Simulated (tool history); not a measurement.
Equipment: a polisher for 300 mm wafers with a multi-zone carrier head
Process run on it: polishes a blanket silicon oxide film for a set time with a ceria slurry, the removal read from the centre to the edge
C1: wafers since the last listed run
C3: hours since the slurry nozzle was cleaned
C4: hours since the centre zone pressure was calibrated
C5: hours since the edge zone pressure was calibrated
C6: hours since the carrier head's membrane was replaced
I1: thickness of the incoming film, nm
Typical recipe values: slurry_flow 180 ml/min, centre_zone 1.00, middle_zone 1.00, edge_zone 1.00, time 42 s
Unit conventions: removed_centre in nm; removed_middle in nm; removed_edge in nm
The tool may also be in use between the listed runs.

Run 1, hour 0.0: usual settings but time 33 s; C1 0; wafers polished on this pad 2532; C3 240.4; C4 1041.2; C5 550.0; C6 619.9; I1 1657.1. Result: removed_centre 110.2 nm, removed_middle 115.8 nm, removed_edge 108.8 nm.
At hour 30.2: centre zone pressure recalibrated.
Run 2, hour 68.4: usual settings but time 33 s; C1 870; wafers polished on this pad 3402; C3 308.8; C4 38.2; C5 618.4; C6 688.3; I1 1675.6. Result: removed_centre 108.1 nm, removed_middle 113.1 nm, removed_edge 111.9 nm.
At hour 85.9: edge zone pressure recalibrated.
Run 3, hour 101.3: usual settings; C1 404; wafers polished on this pad 3807; C3 341.7; C4 71.1; C5 15.4; C6 721.2; I1 1638.3. Result: removed_centre 137.3 nm, removed_middle 142.1 nm, removed_edge 142.5 nm.
Run 4, hour 158.9: usual settings but middle_zone 1.10; C1 754; wafers polished on this pad 4562; C3 399.3; C4 128.7; C5 73.0; C6 778.8; I1 1622.0. Result: removed_centre 134.4 nm, removed_middle 153.1 nm, removed_edge 137.1 nm.
At hour 163.5: slurry nozzle cleaned.
At hour 178.4: worn pad replaced by a new one.
Run 5, hour 221.3: usual settings but slurry_flow 160 ml/min; C1 752; wafers polished on this pad 561; C3 57.8; C4 191.1; C5 135.4; C6 841.2; I1 1626.8. Result: removed_centre 142.4 nm, removed_middle 147.8 nm, removed_edge 141.0 nm.
Run 6, hour 293.0: usual settings but slurry_flow 145 ml/min, centre_zone 0.93, middle_zone 0.96, time 56 s; C1 939; wafers polished on this pad 1501; C3 129.5; C4 262.8; C5 207.1; C6 912.9; I1 1616.3. Result: removed_centre 171.3 nm, removed_middle 188.3 nm, removed_edge 187.8 nm.
Run 7, hour 355.9: usual settings but centre_zone 1.06, middle_zone 1.10, time 30 s; C1 824; wafers polished on this pad 2325; C3 192.4; C4 325.7; C5 270.0; C6 975.8; I1 1654.3. Result: removed_centre 106.4 nm, removed_middle 113.4 nm, removed_edge 100.5 nm.
Run 8, hour 431.1: usual settings but middle_zone 0.97; C1 985; wafers polished on this pad 3311; C3 267.6; C4 400.9; C5 345.2; C6 1051.0; I1 1666.0. Result: removed_centre 140.3 nm, removed_middle 144.1 nm, removed_edge 140.7 nm.
At hour 449.8: carrier head's membrane replaced by a new one.
Run 9, hour 464.8: usual settings; C1 376; wafers polished on this pad 3687; C3 301.3; C4 434.6; C5 378.9; C6 15.0; I1 1660.2. Result: removed_centre 140.5 nm, removed_middle 145.1 nm, removed_edge 138.2 nm.
At hour 506.5: worn pad replaced by a new one.
Run 10, hour 520.8: usual settings but centre_zone 1.09; C1 681; wafers polished on this pad 187; C3 357.3; C4 490.6; C5 434.9; C6 71.0; I1 1637.1. Result: removed_centre 148.5 nm, removed_middle 142.3 nm, removed_edge 138.6 nm.
At hour 570.7: slurry nozzle cleaned.
Run 11, hour 589.2: usual settings but edge_zone 1.11; C1 883; wafers polished on this pad 1070; C3 18.5; C4 559.0; C5 503.3; C6 139.4; I1 1628.8. Result: removed_centre 144.4 nm, removed_middle 150.3 nm, removed_edge 151.2 nm.
Run 12, hour 644.0: usual settings but middle_zone 1.10; C1 718; wafers polished on this pad 1789; C3 73.3; C4 613.8; C5 558.1; C6 194.2; I1 1646.1. Result: removed_centre 145.5 nm, removed_middle 163.3 nm, removed_edge 143.4 nm.
At hour 715.1: edge zone pressure recalibrated.
Run 13, hour 767.9: usual settings but edge_zone 1.05; C1 1597; wafers polished on this pad 3386; C3 197.2; C4 737.7; C5 52.8; C6 318.1; I1 1619.7. Result: removed_centre 141.2 nm, removed_middle 146.7 nm, removed_edge 146.5 nm.
Run 14, hour 802.7: usual settings but middle_zone 1.10; C1 456; wafers polished on this pad 3842; C3 232.0; C4 772.5; C5 87.6; C6 352.9; I1 1642.3. Result: removed_centre 140.9 nm, removed_middle 161.4 nm, removed_edge 142.3 nm.
Run 15, hour 846.8: usual settings but centre_zone 0.95, middle_zone 0.97, edge_zone 1.09; C1 577; wafers polished on this pad 4420; C3 276.1; C4 816.6; C5 131.7; C6 397.0; I1 1649.2. Result: removed_centre 131.7 nm, removed_middle 140.8 nm, removed_edge 146.8 nm.
At hour 858.6: worn pad replaced by a new one.
Run 16, hour 914.5: usual settings but slurry_flow 245 ml/min; C1 834; wafers polished on this pad 732; C3 343.8; C4 884.3; C5 199.4; C6 464.7; I1 1608.1. Result: removed_centre 145.4 nm, removed_middle 150.8 nm, removed_edge 144.2 nm.
Run 17, hour 956.7: usual settings but centre_zone 1.06; C1 552; wafers polished on this pad 1285; C3 386.0; C4 926.5; C5 241.6; C6 506.9; I1 1624.5. Result: removed_centre 142.2 nm, removed_middle 142.8 nm, removed_edge 137.4 nm.
At hour 984.0: slurry nozzle cleaned.
Run 18, hour 996.8: usual settings; C1 512; wafers polished on this pad 1798; C3 12.8; C4 966.6; C5 281.7; C6 547.0; I1 1644.8. Result: removed_centre 143.2 nm, removed_middle 148.8 nm, removed_edge 143.0 nm.
At hour 1049.4: centre zone pressure recalibrated.
Run 19, hour 1056.4: usual settings but centre_zone 1.09; C1 754; wafers polished on this pad 2552; C3 72.4; C4 7.0; C5 341.3; C6 606.6; I1 1632.2. Result: removed_centre 156.5 nm, removed_middle 150.0 nm, removed_edge 144.1 nm.
Run 20, hour 1107.7: usual settings; C1 672; wafers polished on this pad 3225; C3 123.7; C4 58.3; C5 392.6; C6 657.9; I1 1636.1. Result: removed_centre 143.8 nm, removed_middle 149.5 nm, removed_edge 144.5 nm.
Run 21, hour 1142.4: usual settings but time 38 s; C1 454; wafers polished on this pad 3679; C3 158.4; C4 93.0; C5 427.3; C6 692.6; I1 1658.2. Result: removed_centre 129.5 nm, removed_middle 132.0 nm, removed_edge 128.7 nm.

Below are 5 alternative next runs, each starting from the tool's condition after run 21. Predict each:
Run A, hour 1142.8: usual settings; C1 5; wafers polished on this pad 3685; C3 158.8; C4 93.4; C5 427.7; C6 693.0; I1 1648.0. Result: removed_centre ?, removed_middle ?, removed_edge ?.
Run B, hour 1142.8: usual settings but edge_zone 0.96, time 37 s; C1 5; wafers polished on this pad 3685; C3 158.8; C4 93.4; C5 427.7; C6 693.0; I1 1648.0. Result: removed_centre ?, removed_middle ?, removed_edge ?.
Run C, hour 1142.8: usual settings but slurry_flow 245 ml/min, middle_zone 1.09, edge_zone 0.88; C1 5; wafers polished on this pad 3685; C3 158.8; C4 93.4; C5 427.7; C6 693.0; I1 1648.0. Result: removed_centre ?, removed_middle ?, removed_edge ?.
Run D, hour 1142.8: usual settings but slurry_flow 225 ml/min, centre_zone 0.91; C1 5; wafers polished on this pad 3685; C3 158.8; C4 93.4; C5 427.7; C6 693.0; I1 1648.0. Result: removed_centre ?, removed_middle ?, removed_edge ?.
Run E, hour 1142.8: usual settings but slurry_flow 205 ml/min, middle_zone 0.93, edge_zone 1.05, time 49 s; C1 5; wafers polished on this pad 3685; C3 158.8; C4 93.4; C5 427.7; C6 693.0; I1 1648.0. Result: removed_centre ?, removed_middle ?, removed_edge ?.

run  removed_centre  removed_middle  removed_edge
  A           141.8           150.6         141.2
  B           124.9           132.7         122.0
  C           147.9           168.1         136.5
  D           132.9           154.8         144.1
  E           168.4           168.0         170.9
Take away the tool's hidden state, keep each run's random variation, and the runs would have read:
run  removed_centre  removed_middle  removed_edge
  A           143.1           151.8         142.0
  B           126.1           133.7         122.7
  C           148.9           169.2         137.2
  D           134.0           155.9         144.8
  E           169.8           169.2         171.8
